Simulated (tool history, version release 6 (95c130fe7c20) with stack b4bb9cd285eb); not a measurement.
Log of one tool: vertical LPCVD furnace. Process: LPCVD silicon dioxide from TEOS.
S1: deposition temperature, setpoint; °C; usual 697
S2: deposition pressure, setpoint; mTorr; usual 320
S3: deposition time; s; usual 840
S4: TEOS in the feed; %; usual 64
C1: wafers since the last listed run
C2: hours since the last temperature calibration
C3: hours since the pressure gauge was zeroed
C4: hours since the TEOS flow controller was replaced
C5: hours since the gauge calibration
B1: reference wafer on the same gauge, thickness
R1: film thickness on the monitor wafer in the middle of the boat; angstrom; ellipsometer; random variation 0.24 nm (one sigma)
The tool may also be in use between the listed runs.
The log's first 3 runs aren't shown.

Run 4, day 3.808: usual settings but S4 60 %; C1 528; C2 3002.3; C3 5108; C4 2849.2; C5 895; B1 82.1. Result: R1 919.1 angstrom.
Run 5, day 6.492: usual settings; C1 1095; C2 3066.7; C3 5172.4; C4 2913.6; C5 959.4; B1 82.03. Result: R1 948.9 angstrom.
Run 6, day 8.079: usual settings; C1 648; C2 3104.8; C3 5210.5; C4 2951.7; C5 997.5; B1 82.12. Result: R1 946.9 angstrom.
Run 7, day 9.146: usual settings but S1 701 °C, S2 290 mTorr; C1 435; C2 3130.4; C3 5236.1; C4 2977.3; C5 1023.1; B1 82.06. Result: R1 997.7 angstrom.
At day 10.704: pressure gauge zeroed.
Run 8, day 12.008: usual settings but S1 701 °C, S2 290 mTorr; C1 760; C2 3199.1; C3 31.3; C4 3046; C5 1091.8; B1 82.11. Result: R1 963.4 angstrom.
Run 9, day 14.125: usual settings but S1 701 °C, S2 290 mTorr; C1 864; C2 3249.9; C3 82.1; C4 3096.8; C5 1142.6; B1 82.12. Result: R1 967.4 angstrom.
Run 10, day 16.133: usual settings; C1 819; C2 3298.1; C3 130.3; C4 3145; C5 1190.8; B1 82.07. Result: R1 923.1 angstrom.
Run 11, day 22.367: usual settings; C1 2544; C2 3447.7; C3 279.9; C4 3294.6; C5 1340.4; B1 82.07. Result: R1 920.7 angstrom.
Run 12, day 24.771: usual settings; C1 981; C2 3505.4; C3 337.6; C4 3352.3; C5 1398.1; B1 82.08. Result: R1 925.2 angstrom.
Run 13, day 26.533: usual settings but S2 360 mTorr, S3 630 s; C1 719; C2 3547.7; C3 379.9; C4 3394.6; C5 1440.4; B1 82.06. Result: R1 737.7 angstrom.
Run 14, day 28.579: usual settings but S1 689 °C, S2 365 mTorr; C1 835; C2 3596.8; C3 429; C4 3443.7; C5 1489.5; B1 82.04. Result: R1 815 angstrom.
At day 30.262: gauge calibrated.
At day 30.467: thermocouples replaced and temperature profile calibrated.
Run 15, day 34.804: usual settings; C1 2132; C2 104.1; C3 578.4; C4 3593.1; C5 109; B1 82.18. Result: R1 926.8 angstrom.
Run 16, day 35.912: usual settings; C1 452; C2 130.7; C3 605; C4 3619.7; C5 135.6; B1 82.08. Result: R1 925.9 angstrom.
Run 17, day 37.179: usual settings but S2 360 mTorr; C1 517; C2 161.1; C3 635.4; C4 3650.1; C5 166; B1 82.15. Result: R1 979.8 angstrom.
Run 18, day 38.346: usual settings but S1 687 °C, S2 340 mTorr; C1 476; C2 189.1; C3 663.4; C4 3678.1; C5 194; B1 82.18. Result: R1 753.1 angstrom.
Run 19, day 40.167: usual settings but S1 688 °C, S2 365 mTorr, S3 630 s; C1 743; C2 232.8; C3 707.1; C4 3721.8; C5 237.7; B1 82.1. Result: R1 600.8 angstrom.
Run 20, day 41.862: usual settings but S1 688 °C, S2 365 mTorr, S3 630 s; C1 692; C2 273.5; C3 747.8; C4 3762.5; C5 278.4; B1 82.04. Result: R1 601.2 angstrom.
Run 21, day 43.358: usual settings but S3 600 s, S4 54 %; C1 610; C2 309.4; C3 783.7; C4 3798.4; C5 314.3; B1 82.14. Result: R1 607 angstrom.
Run 22, day 45.117: usual settings; C1 717; C2 351.6; C3 825.9; C4 3840.6; C5 356.5; B1 82.1. Result: R1 930.8 angstrom.
Run 23, day 46.817: usual settings but S3 960 s, S4 53 %; C1 693; C2 392.4; C3 866.7; C4 3881.4; C5 397.3; B1 82.09. Result: R1 963.8 angstrom.
Run 24, day 48.783: usual settings; C1 802; C2 439.6; C3 913.9; C4 3928.6; C5 444.5; B1 82.15. Result: R1 931.1 angstrom.
Run 25, day 50.321: usual settings but S2 245 mTorr, S3 1050 s; C1 627; C2 476.5; C3 950.8; C4 3965.5; C5 481.4; B1 82.1. Result: R1 1018.2 angstrom.

Run 26 comes next. What will it give?
At day 53.217: TEOS flow controller replaced.
Run 26, day 53.238: usual settings but S2 390 mTorr; C1 782; C2 546.5; C3 1020.8; C4 0.5; C5 551.4; B1 ?. Result: R1 ?.

{"run 26": {"B1": 82.19, "R1": 1025.9}}
Without the tool's hidden state the same run would have given R1 1022.7 angstrom.
